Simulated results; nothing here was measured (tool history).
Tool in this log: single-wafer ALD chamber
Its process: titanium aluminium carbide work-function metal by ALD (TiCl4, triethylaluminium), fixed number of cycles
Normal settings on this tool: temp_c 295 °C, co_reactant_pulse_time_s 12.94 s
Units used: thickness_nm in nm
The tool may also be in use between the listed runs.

| run | day | temp_c | co_reactant_pulse_time_s | wafers since the last listed run | hours since the last thermocouple change | hours since the last triethylaluminium bottle change | hours since the showerhead was replaced | hours since the gauge calibration | read-back reference wafer on the same gauge, thickness_nm | thickness_nm |
|---|---|---|---|---|---|---|---|---|---|---|
| 1 | 0.000 | 286 | 12.94 | 0 | 1418.5 | 1578.6 | 2652.3 | 1674.3 | 2.240 | 1.921 |
| 2 | 1.417 | 295 | 12.94 | 510 | 1452.5 | 1612.6 | 2686.3 | 1708.3 | 2.240 | 2.006 |
| 3 | 3.525 | 295 | 12.94 | 760 | 1503.1 | 1663.2 | 2736.9 | 1758.9 | 2.242 | 2.000 |
|  | 4.921 | gauge calibrated |
| 4 | 6.417 | 288 | 16.60 | 1042 | 1572.5 | 1732.6 | 2806.3 | 35.9 | 2.242 | 1.954 |
| 5 | 9.379 | 288 | 16.60 | 1068 | 1643.6 | 1803.7 | 2877.4 | 107.0 | 2.242 | 1.966 |
|  | 9.858 | triethylaluminium bottle replaced |
| 6 | 11.696 | 288 | 16.60 | 715 | 1699.2 | 44.1 | 2933.0 | 162.6 | 2.242 | 1.951 |
| 7 | 13.350 | 295 | 12.94 | 596 | 1738.9 | 83.8 | 2972.7 | 202.3 | 2.240 | 2.011 |
| 8 | 14.354 | 295 | 12.94 | 362 | 1763.0 | 107.9 | 2996.8 | 226.4 | 2.241 | 1.995 |
| 9 | 16.242 | 295 | 12.94 | 680 | 1808.3 | 153.2 | 3042.1 | 271.7 | 2.242 | 2.012 |
| 10 | 19.162 | 305 | 12.94 | 1053 | 1878.4 | 223.3 | 3112.2 | 341.8 | 2.240 | 2.076 |
| 11 | 21.238 | 295 | 9.44 | 748 | 1928.2 | 273.1 | 3162.0 | 391.6 | 2.242 | 1.969 |
| 12 | 24.092 | 284 | 10.01 | 1029 | 1996.7 | 341.6 | 3230.5 | 460.1 | 2.239 | 1.883 |
| 13 | 25.462 | 295 | 12.94 | 494 | 2029.6 | 374.5 | 3263.4 | 493.0 | 2.239 | 1.998 |
|  | 26.633 | thermocouple changed; heater temperature recalibrated |
| 14 | 27.554 | 295 | 12.94 | 634 | 22.1 | 424.7 | 3313.6 | 543.2 | 2.241 | 1.911 |
| 15 | 29.171 | 306 | 14.50 | 583 | 60.9 | 463.5 | 3352.4 | 582.0 | 2.240 | 2.002 |
| 16 | 31.888 | 309 | 8.13 | 979 | 126.1 | 528.7 | 3417.6 | 647.2 | 2.241 | 1.965 |
| 17 | 34.875 | 286 | 12.94 | 1077 | 197.8 | 600.4 | 3489.3 | 718.9 | 2.238 | 1.838 |
| 18 | 36.112 | 295 | 12.94 | 446 | 227.5 | 630.1 | 3519.0 | 748.6 | 2.240 | 1.914 |
| 19 | 38.504 | 302 | 15.72 | 862 | 284.9 | 687.5 | 3576.4 | 806.0 | 2.236 | 1.977 |
| 20 | 40.050 | 282 | 9.89 | 557 | 322.0 | 724.6 | 3613.5 | 843.1 | 2.238 | 1.787 |
|  | 41.150 | showerhead replaced |
| 21 | 41.162 | 287 | 9.30 | 281 | 348.7 | 751.3 | 0.3 | 869.8 | 2.244 | 1.818 |
|  | 43.246 | thermocouple changed; heater temperature recalibrated, repeated, since the last time left the tool worse |
| 22 | 43.267 | 289 | 12.94 | 638 | 0.5 | 801.8 | 50.8 | 920.3 | 2.241 | 1.921 |
| 23 | 45.075 | 286 | 8.85 | 652 | 43.9 | 845.2 | 94.2 | 963.7 | 2.240 | 1.861 |
| 24 | 46.871 | 295 | 12.94 | 647 | 87.0 | 888.3 | 137.3 | 1006.8 | 2.242 | 1.975 |
| 25 | 48.550 | 295 | 12.94 | 605 | 127.3 | 928.6 | 177.6 | 1047.1 | 2.235 | 1.977 |
| 26 | 51.146 | 286 | 14.56 | 936 | 189.6 | 990.9 | 239.9 | 1109.4 | 2.240 | 1.893 |
| 27 | 53.738 | 295 | 16.85 | 934 | 251.8 | 1053.1 | 302.1 | 1171.6 | 2.241 | 1.998 |
| 28 | 56.167 | 304 | 14.86 | 876 | 310.1 | 1111.4 | 360.4 | 1229.9 | 2.242 | 2.060 |
| 29 | 57.912 | 295 | 12.94 | 629 | 352.0 | 1153.3 | 402.3 | 1271.8 | 2.239 | 1.985 |
| 30 | 59.671 | 302 | 10.60 | 634 | 394.2 | 1195.5 | 444.5 | 1314.0 | 2.236 | 2.012 |
| 31 | 61.633 | 300 | 9.28 | 707 | 441.3 | 1242.6 | 491.6 | 1361.1 | 2.240 | 1.995 |
| 32 | 63.196 | 295 | 12.94 | 563 | 478.8 | 1280.1 | 529.1 | 1398.6 | 2.239 | 1.983 |

5 ways to go on from here, each from the tool as it stands after run 32. What would each give?
| A | 63.212 | 295 | 11.08 | 6 | 479.2 | 1280.5 | 529.5 | 1399.0 | ? | ? |
| B | 63.212 | 304 | 7.81 | 6 | 479.2 | 1280.5 | 529.5 | 1399.0 | ? | ? |
| C | 63.212 | 308 | 16.08 | 6 | 479.2 | 1280.5 | 529.5 | 1399.0 | ? | ? |
| D | 63.212 | 286 | 17.93 | 6 | 479.2 | 1280.5 | 529.5 | 1399.0 | ? | ? |
| E | 63.212 | 286 | 8.65 | 6 | 479.2 | 1280.5 | 529.5 | 1399.0 | ? | ? |

| run | read-back reference wafer on the same gauge, thickness_nm | thickness_nm |
|---|---|---|
| A | 2.244 | 1.978 |
| B | 2.244 | 2.014 |
| C | 2.244 | 2.111 |
| D | 2.244 | 1.930 |
| E | 2.244 | 1.880 |
The same runs, with their run-to-run variation unchanged, on a tool lacking any hidden condition would have given:
| run | thickness_nm |
|---|---|
| A | 1.961 |
| B | 1.997 |
| C | 2.093 |
| D | 1.913 |
| E | 1.863 |

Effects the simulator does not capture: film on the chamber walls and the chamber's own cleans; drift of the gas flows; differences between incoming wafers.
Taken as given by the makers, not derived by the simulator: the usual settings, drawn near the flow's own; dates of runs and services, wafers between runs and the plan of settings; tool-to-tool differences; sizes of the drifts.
